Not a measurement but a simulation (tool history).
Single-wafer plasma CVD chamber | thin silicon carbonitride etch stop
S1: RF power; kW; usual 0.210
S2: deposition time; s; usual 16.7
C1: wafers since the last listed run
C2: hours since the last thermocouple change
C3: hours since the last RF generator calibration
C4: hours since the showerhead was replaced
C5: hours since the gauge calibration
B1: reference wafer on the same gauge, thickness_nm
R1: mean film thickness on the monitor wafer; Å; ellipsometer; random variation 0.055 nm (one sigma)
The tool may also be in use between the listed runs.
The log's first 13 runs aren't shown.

Run 14, hour 740.2: usual settings but S1 0.225 kW, S2 14.0 s; C1 664; C2 2263.1; C3 376.0; C4 3341.4; C5 2388.2; B1 9.983. Result: R1 80.88 Å.
Run 15, hour 810.7: usual settings but S1 0.225 kW, S2 14.7 s; C1 1115; C2 2333.6; C3 446.5; C4 3411.9; C5 2458.7; B1 9.976. Result: R1 84.38 Å.
At hour 846.6: gauge calibrated.
At hour 871.8: showerhead replaced.
Run 16, hour 872.3: usual settings but S1 0.225 kW, S2 15.8 s; C1 847; C2 2395.2; C3 508.1; C4 0.5; C5 25.7; B1 9.981. Result: R1 90.92 Å.
Run 17, hour 933.0: usual settings but S1 0.235 kW, S2 20.0 s; C1 960; C2 2455.9; C3 568.8; C4 61.2; C5 86.4; B1 9.983. Result: R1 115.67 Å.
Run 18, hour 985.1: usual settings but S1 0.235 kW, S2 19.3 s; C1 824; C2 2508.0; C3 620.9; C4 113.3; C5 138.5; B1 9.976. Result: R1 111.06 Å.
Run 19, hour 1020.6: usual settings but S1 0.190 kW, S2 15.6 s; C1 561; C2 2543.5; C3 656.4; C4 148.8; C5 174.0; B1 9.970. Result: R1 86.85 Å.
Run 20, hour 1129.0: usual settings but S2 14.0 s; C1 1714; C2 2651.9; C3 764.8; C4 257.2; C5 282.4; B1 9.974. Result: R1 79.22 Å.
At hour 1167.6: thermocouple changed; heater temperature recalibrated.
Run 21, hour 1173.9: usual settings but S1 0.245 kW, S2 18.5 s; C1 583; C2 6.3; C3 809.7; C4 302.1; C5 327.3; B1 9.969. Result: R1 107.51 Å.
At hour 1222.3: RF generator calibrated.
Run 22, hour 1227.7: usual settings but S1 0.170 kW; C1 724; C2 60.1; C3 5.4; C4 355.9; C5 381.1; B1 9.980. Result: R1 91.14 Å.
Run 23, hour 1293.3: usual settings but S1 0.170 kW, S2 13.8 s; C1 1037; C2 125.7; C3 71.0; C4 421.5; C5 446.7; B1 9.982. Result: R1 75.55 Å.
Run 24, hour 1363.6: usual settings; C1 1112; C2 196.0; C3 141.3; C4 491.8; C5 517.0; B1 9.965. Result: R1 95.07 Å.
Run 25, hour 1396.9: usual settings but S1 0.240 kW, S2 18.7 s; C1 526; C2 229.3; C3 174.6; C4 525.1; C5 550.3; B1 9.978. Result: R1 107.09 Å.
Run 26, hour 1458.2: usual settings; C1 969; C2 290.6; C3 235.9; C4 586.4; C5 611.6; B1 9.975. Result: R1 94.63 Å.
Run 27, hour 1508.6: usual settings; C1 797; C2 341.0; C3 286.3; C4 636.8; C5 662.0; B1 9.971. Result: R1 93.71 Å.
Run 28, hour 1560.5: usual settings but S1 0.190 kW, S2 15.8 s; C1 820; C2 392.9; C3 338.2; C4 688.7; C5 713.9; B1 9.989. Result: R1 87.51 Å.
Run 29, hour 1611.6: usual settings but S1 0.185 kW, S2 19.8 s; C1 808; C2 444.0; C3 389.3; C4 739.8; C5 765.0; B1 9.989. Result: R1 109.73 Å.
Run 30, hour 1659.0: usual settings but S1 0.170 kW, S2 13.5 s; C1 749; C2 491.4; C3 436.7; C4 787.2; C5 812.4; B1 9.980. Result: R1 74.55 Å.
Run 31, hour 1719.6: usual settings but S2 18.3 s; C1 958; C2 552.0; C3 497.3; C4 847.8; C5 873.0; B1 9.982. Result: R1 104.06 Å.
Run 32, hour 1791.6: usual settings but S1 0.235 kW, S2 18.2 s; C1 1138; C2 624.0; C3 569.3; C4 919.8; C5 945.0; B1 9.985. Result: R1 106.49 Å.
Run 33, hour 1820.9: usual settings; C1 463; C2 653.3; C3 598.6; C4 949.1; C5 974.3; B1 9.989. Result: R1 94.51 Å.
Run 34, hour 1870.2: usual settings but S1 0.235 kW, S2 19.0 s; C1 779; C2 702.6; C3 647.9; C4 998.4; C5 1023.6; B1 9.968. Result: R1 110.94 Å.
Run 35, hour 1923.7: usual settings but S1 0.185 kW, S2 15.4 s; C1 846; C2 756.1; C3 701.4; C4 1051.9; C5 1077.1; B1 9.982. Result: R1 84.37 Å.

5 ways to go on from here, each from the tool as it stands after run 35. What would each give?
Run A, hour 1924.1: usual settings but S2 19.5 s; C1 6; C2 756.5; C3 701.8; C4 1052.3; C5 1077.5; B1 ?. Result: R1 ?.
Run B, hour 1924.1: usual settings but S1 0.180 kW, S2 13.7 s; C1 6; C2 756.5; C3 701.8; C4 1052.3; C5 1077.5; B1 ?. Result: R1 ?.
Run C, hour 1924.1: usual settings but S1 0.190 kW, S2 14.0 s; C1 6; C2 756.5; C3 701.8; C4 1052.3; C5 1077.5; B1 ?. Result: R1 ?.
Run D, hour 1924.1: usual settings but S1 0.225 kW, S2 18.2 s; C1 6; C2 756.5; C3 701.8; C4 1052.3; C5 1077.5; B1 ?. Result: R1 ?.
Run E, hour 1924.1: usual settings but S1 0.185 kW, S2 14.9 s; C1 6; C2 756.5; C3 701.8; C4 1052.3; C5 1077.5; B1 ?. Result: R1 ?.

run     B1      R1
  A  9.989  110.68
  B  9.989   75.56
  C  9.989   77.98
  D  9.989  104.69
  E  9.989   82.59
Without the tool's hidden state the same runs would have given:
run      R1
  A  110.68
  B   75.56
  C   77.98
  D  104.69
  E   82.59
